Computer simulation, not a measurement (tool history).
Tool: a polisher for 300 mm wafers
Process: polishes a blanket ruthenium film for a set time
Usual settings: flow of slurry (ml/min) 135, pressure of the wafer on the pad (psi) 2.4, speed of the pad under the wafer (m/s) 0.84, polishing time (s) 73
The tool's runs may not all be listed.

run    hour  flow of slurry (ml/min)  pressure of the wafer on the pad (psi)  speed of the pad under the wafer (m/s)  polishing time (s)  incoming thickness of the incoming film, nm  film removed (Å)
  1     0.0                      135                                     2.4                                    0.84                  73                                        409.8               955
  2    67.4                      120                                     2.4                                    0.84                  73                                        414.2               917
      118.1  -- worn pad replaced by a new one
  3   172.3                      120                                     2.4                                    0.84                  73                                        413.5               952
  4   227.2                      120                                     2.4                                    0.84                  73                                        406.3               952
  5   309.3                      135                                     2.4                                    0.84                  73                                        413.1               962
      422.2  -- worn pad replaced by a new one
      532.1  -- slurry nozzle cleaned
  6   571.0                      135                                     2.4                                    0.84                  73                                        411.7               971
      686.0  -- head pressure recalibrated
      715.7  -- worn pad replaced by a new one
  7   735.8                      135                                     2.4                                    0.84                  73                                        408.2               979
  8   796.6                      135                                     2.9                                    0.84                  73                                        409.2              1155
  9   874.9                      135                                     2.9                                    0.84                  73                                        406.2              1160
 10   943.2                      120                                     2.4                                    0.84                  73                                        402.1               931
     1021.5  -- worn pad replaced by a new one
 11  1070.5                      170                                     2.4                                    0.84                  82                                        401.8              1140
     1118.5  -- slurry nozzle cleaned
 12  1167.4                      135                                     2.4                                    0.84                  73                                        412.4               965
 13  1236.7                       95                                     2.4                                    0.84                  87                                        406.4              1057
 14  1315.1                      115                                     2.4                                    0.84                  73                                        410.9               890
 15  1376.8                      110                                     1.7                                    0.84                  64                                        411.0               560
     1392.2  -- worn pad replaced by a new one
 16  1458.1                      155                                     2.9                                    0.84                  55                                        404.1               901
 17  1550.6                      135                                     1.8                                    0.98                  73                                        404.3               882
 18  1642.8                       95                                     3.2                                    0.56                  89                                        402.5               922

Hidden state or all else? Some run-to-run changes of film removed (Å), split into what the settings, what came in and random variation would give without the hidden state, and what is left for the hidden state (with any gauge scatter that isn't in both results):
The hidden state here: removal rate lost through wear of the pad, %; slurry flow missing at the pad, %; deviation of the head's pressure from its setpoint, %.
Run 15 -> 16: flow of slurry (ml/min) 110 -> 155, pressure of the wafer on the pad (psi) 1.7 -> 2.9, polishing time (s) 64 -> 55, worn pad replaced by a new one. film removed (Å) +341: hidden state +45, all else +296.
